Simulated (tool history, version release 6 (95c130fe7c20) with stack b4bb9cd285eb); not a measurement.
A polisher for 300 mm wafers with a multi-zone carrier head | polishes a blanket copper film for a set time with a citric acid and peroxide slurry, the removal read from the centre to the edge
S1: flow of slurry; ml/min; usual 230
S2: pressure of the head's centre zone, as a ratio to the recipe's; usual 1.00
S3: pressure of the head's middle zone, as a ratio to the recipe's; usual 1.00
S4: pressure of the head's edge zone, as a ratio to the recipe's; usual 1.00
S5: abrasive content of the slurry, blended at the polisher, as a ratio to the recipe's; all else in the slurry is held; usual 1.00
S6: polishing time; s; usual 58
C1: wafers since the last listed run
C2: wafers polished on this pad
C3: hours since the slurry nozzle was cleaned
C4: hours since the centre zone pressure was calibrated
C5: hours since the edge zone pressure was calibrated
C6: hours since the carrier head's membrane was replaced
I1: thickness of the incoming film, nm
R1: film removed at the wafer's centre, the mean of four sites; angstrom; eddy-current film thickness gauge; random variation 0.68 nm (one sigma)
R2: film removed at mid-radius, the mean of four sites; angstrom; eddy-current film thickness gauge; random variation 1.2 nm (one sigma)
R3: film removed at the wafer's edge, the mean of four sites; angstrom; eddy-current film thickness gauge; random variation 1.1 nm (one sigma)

run,hour,S1,S2,S3,S4,S5,S6,C1,C2,C3,C4,C5,C6,I1,R1,R2,R3
1,0.0,230,1.00,1.00,1.00,1.00,58,0,468,408.3,467.7,859.1,520.9,834.9,784,802,836
# hour 2.9: slurry nozzle cleaned
2,23.0,230,1.00,1.00,1.00,0.90,58,231,700,20.1,490.7,882.1,543.9,846.4,835,832,865
3,40.4,230,1.00,1.00,1.00,0.90,58,183,884,37.5,508.1,899.5,561.3,838.7,832,852,849
4,70.6,230,1.00,1.00,1.00,1.15,58,318,1202,67.7,538.3,929.7,591.5,836.4,843,870,881
# hour 97.5: carrier head's membrane replaced by a new one
5,98.0,230,1.00,1.00,1.00,1.15,58,236,1438,95.1,565.7,957.1,0.5,844.9,835,862,854
# hour 140.2: edge zone pressure recalibrated
# hour 154.8: worn pad replaced by a new one
6,190.8,230,1.00,1.00,1.00,1.15,58,915,379,187.9,658.5,50.6,93.3,845.5,855,853,889
7,204.4,230,1.00,1.00,1.00,1.00,58,143,522,201.5,672.1,64.2,106.9,836.7,820,841,858
8,235.8,285,1.04,1.00,1.00,1.00,71,331,853,232.9,703.5,95.6,138.3,837.8,1062,1032,1071
9,254.7,230,1.06,1.00,1.00,1.00,58,199,1053,251.8,722.4,114.5,157.2,838.4,834,779,812
10,284.0,230,1.00,1.00,1.00,1.00,58,308,1362,281.1,751.7,143.8,186.5,846.6,785,801,835
# hour 288.6: centre zone pressure recalibrated
# hour 308.0: worn pad replaced by a new one
11,310.8,265,1.04,1.00,1.00,1.00,58,219,29,307.9,22.2,170.6,213.3,830.1,880,852,884
12,392.2,230,0.93,1.10,1.00,1.00,58,858,887,389.3,103.6,252.0,294.7,829.7,727,869,828
13,413.0,230,1.00,1.00,1.00,1.00,58,219,1107,410.1,124.4,272.8,315.5,848.1,779,795,815
# hour 425.9: slurry nozzle cleaned
14,443.9,230,1.00,1.00,1.00,0.90,58,315,1422,18.0,155.3,303.7,346.4,838.0,836,831,857
# hour 461.5: worn pad replaced by a new one
15,470.5,230,0.88,0.94,0.94,1.00,49,238,95,44.6,181.9,330.3,373.0,847.4,641,702,727
16,485.8,230,1.00,1.00,1.00,0.90,58,161,256,59.9,197.2,345.6,388.3,832.9,830,856,890
17,500.8,255,1.00,1.00,1.00,1.00,58,158,414,74.9,212.2,360.6,403.3,848.6,860,860,871
18,521.7,230,1.00,1.00,1.06,0.90,58,220,635,95.8,233.1,381.5,424.2,831.8,826,820,868
19,543.5,230,1.00,1.00,1.00,1.00,58,229,865,117.6,254.9,403.3,446.0,834.1,825,833,846
20,569.4,230,1.00,1.05,1.00,0.80,58,273,1138,143.5,280.8,429.2,471.9,834.8,769,819,806
21,593.2,185,1.09,1.00,1.00,1.00,58,250,1389,167.3,304.6,453.0,495.7,825.5,818,765,792
# hour 609.7: worn pad replaced by a new one
22,610.2,155,1.00,0.92,1.00,1.00,58,137,5,184.3,321.6,470.0,512.7,848.7,759,723,828

Forecast each of these 3 alternatives for the next run:
A,610.6,230,1.00,1.00,1.00,1.00,58,4,9,184.7,322.0,470.4,513.1,854.2,?,?,?
B,610.6,230,0.90,1.09,1.00,1.00,73,4,9,184.7,322.0,470.4,513.1,854.2,?,?,?
C,610.6,230,1.00,1.11,1.09,1.00,41,4,9,184.7,322.0,470.4,513.1,854.2,?,?,?

run,R1,R2,R3
A,830,829,867
B,941,1124,1090
C,588,641,639
Without the tool's hidden state the same runs would have given:
run,R1,R2,R3
A,888,881,907
B,1006,1194,1141
C,629,681,668
